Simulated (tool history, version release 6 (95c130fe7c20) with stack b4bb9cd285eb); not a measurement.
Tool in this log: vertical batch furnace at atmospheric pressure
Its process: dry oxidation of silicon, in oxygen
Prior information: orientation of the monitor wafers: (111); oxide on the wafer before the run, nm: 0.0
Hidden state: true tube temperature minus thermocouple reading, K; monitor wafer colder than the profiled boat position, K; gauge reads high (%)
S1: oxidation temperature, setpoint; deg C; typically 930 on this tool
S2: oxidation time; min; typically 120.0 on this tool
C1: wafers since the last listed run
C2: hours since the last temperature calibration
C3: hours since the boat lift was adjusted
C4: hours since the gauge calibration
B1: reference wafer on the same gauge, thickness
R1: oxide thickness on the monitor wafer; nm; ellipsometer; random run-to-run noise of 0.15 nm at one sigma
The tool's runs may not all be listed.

| run | hour | S1 | S2 | C1 | C2 | C3 | C4 | B1 | R1 |
|---|---|---|---|---|---|---|---|---|---|
| 1 | 0.0 | 930 | 120.0 | 0 | 3000.1 | 1846.4 | 498.2 | 58.16 | 62.03 |
| 2 | 22.9 | 930 | 120.0 | 245 | 3023.0 | 1869.3 | 521.1 | 58.23 | 61.95 |
| 3 | 35.7 | 930 | 120.0 | 137 | 3035.8 | 1882.1 | 533.9 | 58.20 | 62.26 |
| 4 | 63.6 | 930 | 120.0 | 298 | 3063.7 | 1910.0 | 561.8 | 58.23 | 61.81 |
| 5 | 84.9 | 930 | 120.0 | 228 | 3085.0 | 1931.3 | 583.1 | 58.22 | 61.96 |
| 6 | 103.1 | 930 | 120.0 | 194 | 3103.2 | 1949.5 | 601.3 | 58.17 | 62.00 |
| 7 | 132.5 | 930 | 120.0 | 314 | 3132.6 | 1978.9 | 630.7 | 58.23 | 61.98 |
| 8 | 148.0 | 930 | 160.5 | 166 | 3148.1 | 1994.4 | 646.2 | 58.24 | 75.60 |
| 9 | 164.7 | 930 | 160.5 | 178 | 3164.8 | 2011.1 | 662.9 | 58.15 | 75.81 |
| 10 | 188.2 | 930 | 160.5 | 251 | 3188.3 | 2034.6 | 686.4 | 58.15 | 75.67 |
| 11 | 205.9 | 930 | 120.0 | 189 | 3206.0 | 2052.3 | 704.1 | 58.21 | 61.73 |
| 12 | 229.9 | 930 | 120.0 | 257 | 3230.0 | 2076.3 | 728.1 | 58.27 | 62.05 |
| 13 | 259.8 | 922 | 136.5 | 320 | 3259.9 | 2106.2 | 758.0 | 58.21 | 62.57 |
| 14 | 291.4 | 955 | 175.5 | 338 | 3291.5 | 2137.8 | 789.6 | 58.24 | 98.29 |
|  | 305.0 | gauge calibrated |
| 15 | 321.9 | 930 | 62.0 | 326 | 3322.0 | 2168.3 | 16.9 | 58.17 | 39.08 |
| 16 | 349.6 | 907 | 167.0 | 296 | 3349.7 | 2196.0 | 44.6 | 58.18 | 61.69 |
|  | 390.5 | boat lift adjusted |
| 17 | 391.0 | 916 | 61.0 | 186 | 3391.1 | 0.5 | 86.0 | 58.21 | 35.18 |
| 18 | 405.4 | 913 | 135.0 | 154 | 3405.5 | 14.9 | 100.4 | 58.20 | 59.14 |
| 19 | 455.4 | 923 | 100.5 | 535 | 3455.5 | 64.9 | 150.4 | 58.16 | 53.15 |
| 20 | 487.8 | 951 | 139.0 | 347 | 3487.9 | 97.3 | 182.8 | 58.17 | 84.28 |
|  | 527.9 | thermocouples replaced and temperature profile calibrated |
| 21 | 528.4 | 908 | 88.5 | 177 | 0.5 | 137.9 | 223.4 | 58.16 | 41.89 |
| 22 | 542.2 | 908 | 90.5 | 147 | 14.3 | 151.7 | 237.2 | 58.16 | 42.57 |
| 23 | 568.7 | 930 | 120.0 | 283 | 40.8 | 178.2 | 263.7 | 58.22 | 63.89 |
| 24 | 599.8 | 916 | 83.5 | 333 | 71.9 | 209.3 | 294.8 | 58.17 | 43.47 |
| 25 | 629.9 | 930 | 120.0 | 322 | 102.0 | 239.4 | 324.9 | 58.19 | 63.86 |
| 26 | 649.7 | 939 | 157.5 | 212 | 121.8 | 259.2 | 344.7 | 58.19 | 83.06 |
| 27 | 669.3 | 930 | 120.0 | 209 | 141.4 | 278.8 | 364.3 | 58.18 | 63.79 |

Branching from run 27: 4 alternative next runs. What would each branch give?
| A | 675.9 | 948 | 120.0 | 70 | 148.0 | 285.4 | 370.9 | ? | ? |
| B | 675.9 | 954 | 70.5 | 70 | 148.0 | 285.4 | 370.9 | ? | ? |
| C | 675.9 | 949 | 120.0 | 70 | 148.0 | 285.4 | 370.9 | ? | ? |
| D | 675.9 | 918 | 68.0 | 70 | 148.0 | 285.4 | 370.9 | ? | ? |

| run | B1 | R1 |
|---|---|---|
| A | 58.20 | 74.30 |
| B | 58.20 | 54.24 |
| C | 58.20 | 74.91 |
| D | 58.20 | 38.41 |
Take away the tool's hidden state, keep each run's random variation, and the runs would have read:
| run | R1 |
|---|---|
| A | 74.70 |
| B | 54.54 |
| C | 75.31 |
| D | 38.66 |
